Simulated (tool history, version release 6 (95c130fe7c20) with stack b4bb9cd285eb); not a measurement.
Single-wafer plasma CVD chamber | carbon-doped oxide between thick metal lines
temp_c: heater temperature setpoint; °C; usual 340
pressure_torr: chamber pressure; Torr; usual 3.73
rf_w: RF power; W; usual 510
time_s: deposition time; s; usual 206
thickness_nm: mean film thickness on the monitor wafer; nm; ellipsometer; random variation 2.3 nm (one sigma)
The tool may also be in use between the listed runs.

| run | day | temp_c | pressure_torr | rf_w | time_s | wafers since the last listed run | hours since the last thermocouple change | hours since the last RF generator calibration | hours since the last manometer calibration | hours since the showerhead was replaced | hours since the gauge calibration | read-back reference wafer on the same gauge, thickness_nm | thickness_nm |
|---|---|---|---|---|---|---|---|---|---|---|---|---|---|
| 1 | 0.000 | 340 | 3.73 | 510 | 206 | 0 | 1080.8 | 1780.0 | 1564.9 | 6290.3 | 280.3 | 906.482 | 960.439 |
| 2 | 1.354 | 340 | 3.73 | 510 | 206 | 325 | 1113.3 | 1812.5 | 1597.4 | 6322.8 | 312.8 | 905.594 | 960.618 |
| 3 | 1.988 | 340 | 3.73 | 510 | 206 | 152 | 1128.5 | 1827.7 | 1612.6 | 6338.0 | 328.0 | 905.676 | 957.351 |
| 4 | 3.442 | 340 | 3.73 | 510 | 206 | 349 | 1163.4 | 1862.6 | 1647.5 | 6372.9 | 362.9 | 906.250 | 958.626 |
| 5 | 4.892 | 340 | 3.73 | 510 | 206 | 348 | 1198.2 | 1897.4 | 1682.3 | 6407.7 | 397.7 | 906.388 | 960.449 |
| 6 | 5.867 | 340 | 3.73 | 510 | 206 | 234 | 1221.6 | 1920.8 | 1705.7 | 6431.1 | 421.1 | 905.940 | 957.640 |
| 7 | 6.575 | 340 | 3.73 | 550 | 206 | 170 | 1238.6 | 1937.8 | 1722.7 | 6448.1 | 438.1 | 905.695 | 990.776 |
| 8 | 7.800 | 340 | 3.73 | 510 | 206 | 294 | 1268.0 | 1967.2 | 1752.1 | 6477.5 | 467.5 | 906.811 | 957.641 |
| 9 | 8.521 | 347 | 3.73 | 510 | 184 | 173 | 1285.3 | 1984.5 | 1769.4 | 6494.8 | 484.8 | 905.548 | 836.778 |
| 10 | 9.225 | 340 | 3.73 | 510 | 206 | 169 | 1302.2 | 2001.4 | 1786.3 | 6511.7 | 501.7 | 905.753 | 955.239 |
| 11 | 10.683 | 340 | 3.73 | 510 | 206 | 350 | 1337.2 | 2036.4 | 1821.3 | 6546.7 | 536.7 | 905.508 | 949.793 |
| 12 | 11.438 | 340 | 3.73 | 510 | 206 | 181 | 1355.3 | 2054.5 | 1839.4 | 6564.8 | 554.8 | 907.296 | 949.359 |
|  | 11.904 | RF generator calibrated |
| 13 | 12.029 | 340 | 3.73 | 510 | 206 | 62 | 1369.5 | 3.0 | 1853.6 | 6579.0 | 569.0 | 906.115 | 934.880 |
|  | 12.738 | showerhead replaced |
| 14 | 12.933 | 348 | 3.31 | 585 | 235 | 137 | 1391.2 | 24.7 | 1875.3 | 4.7 | 590.7 | 905.955 | 1084.571 |
|  | 13.571 | gauge calibrated |
|  | 13.712 | capacitance manometer re-zeroed and calibrated |
| 15 | 14.492 | 340 | 3.73 | 510 | 206 | 294 | 1428.6 | 62.1 | 18.7 | 42.1 | 22.1 | 906.766 | 932.668 |
|  | 14.933 | thermocouple changed; heater temperature recalibrated |
| 16 | 15.392 | 340 | 3.73 | 535 | 206 | 136 | 11.0 | 83.7 | 40.3 | 63.7 | 43.7 | 905.402 | 954.186 |
|  | 16.517 | RF generator calibrated, repeated, since the last time left the tool worse |
| 17 | 16.850 | 340 | 4.03 | 510 | 206 | 270 | 46.0 | 8.0 | 75.3 | 98.7 | 78.7 | 906.201 | 994.517 |
| 18 | 18.217 | 340 | 3.73 | 510 | 206 | 328 | 78.8 | 40.8 | 108.1 | 131.5 | 111.5 | 906.090 | 980.382 |
| 19 | 19.008 | 340 | 3.73 | 590 | 206 | 190 | 97.8 | 59.8 | 127.1 | 150.5 | 130.5 | 904.987 | 1054.410 |
| 20 | 19.883 | 340 | 3.36 | 455 | 206 | 210 | 118.8 | 80.8 | 148.1 | 171.5 | 151.5 | 905.743 | 910.904 |
| 21 | 20.975 | 340 | 4.27 | 510 | 235 | 262 | 145.0 | 107.0 | 174.3 | 197.7 | 177.7 | 905.456 | 1146.086 |

Forecast run 22:
| 22 | 21.829 | 355 | 3.49 | 465 | 170 | 205 | 165.5 | 127.5 | 194.8 | 218.2 | 198.2 | ? | ? |

read-back reference wafer on the same gauge, thickness_nm: 906.161
thickness_nm: 730.579 nm
Without the tool's hidden state the same run would have given thickness_nm 732.146 nm.
